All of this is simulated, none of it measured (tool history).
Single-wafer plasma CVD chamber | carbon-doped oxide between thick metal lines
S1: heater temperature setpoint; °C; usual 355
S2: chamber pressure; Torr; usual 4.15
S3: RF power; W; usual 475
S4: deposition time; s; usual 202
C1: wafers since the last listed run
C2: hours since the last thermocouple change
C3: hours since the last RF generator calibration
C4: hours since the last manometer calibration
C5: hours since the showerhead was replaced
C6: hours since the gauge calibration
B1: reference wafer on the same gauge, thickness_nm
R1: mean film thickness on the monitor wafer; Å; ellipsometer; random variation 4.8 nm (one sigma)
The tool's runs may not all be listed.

run	hour	S1	S2	S3	S4	C1	C2	C3	C4	C5	C6	B1	R1
1	0.0	355	4.15	475	202	0	1865.3	2386.0	94.7	4514.3	27.4	962.800	9536.26
2	18.9	355	4.15	475	202	174	1884.2	2404.9	113.6	4533.2	46.3	961.954	9511.01
3	40.3	355	4.15	475	202	197	1905.6	2426.3	135.0	4554.6	67.7	959.830	9626.54
4	62.4	355	4.15	475	202	203	1927.7	2448.4	157.1	4576.7	89.8	962.811	9549.93
5	92.7	364	4.15	475	202	279	1958.0	2478.7	187.4	4607.0	120.1	963.349	9343.47
# hour 131.7: RF generator calibrated
6	132.2	364	4.15	475	202	290	1997.5	0.5	226.9	4646.5	159.6	962.820	9316.74
7	141.7	344	4.15	400	202	87	2007.0	10.0	236.4	4656.0	169.1	961.811	8669.21
8	165.0	359	4.15	525	202	214	2030.3	33.3	259.7	4679.3	192.4	962.697	10054.90
9	179.0	355	4.58	475	212	128	2044.3	47.3	273.7	4693.3	206.4	966.594	10035.60
10	200.0	355	4.79	475	184	193	2065.3	68.3	294.7	4714.3	227.4	965.256	8942.60
# hour 211.7: showerhead replaced
11	231.1	362	3.36	525	190	212	2096.4	99.4	325.8	19.4	258.5	963.251	9082.44
12	254.0	359	4.15	475	202	210	2119.3	122.3	348.7	42.3	281.4	962.296	9507.04
13	282.4	355	4.15	400	202	261	2147.7	150.7	377.1	70.7	309.8	963.334	8412.44
14	306.7	344	4.15	475	202	223	2172.0	175.0	401.4	95.0	334.1	961.864	9768.46

Run 15 comes next. What will it give?
15	326.0	359	4.92	420	233	177	2191.3	194.3	420.7	114.3	353.4	?	?

B1: 964.610
R1: 10260.27 Å
Without the tool's hidden state the same run would have given R1 10260.27 Å.
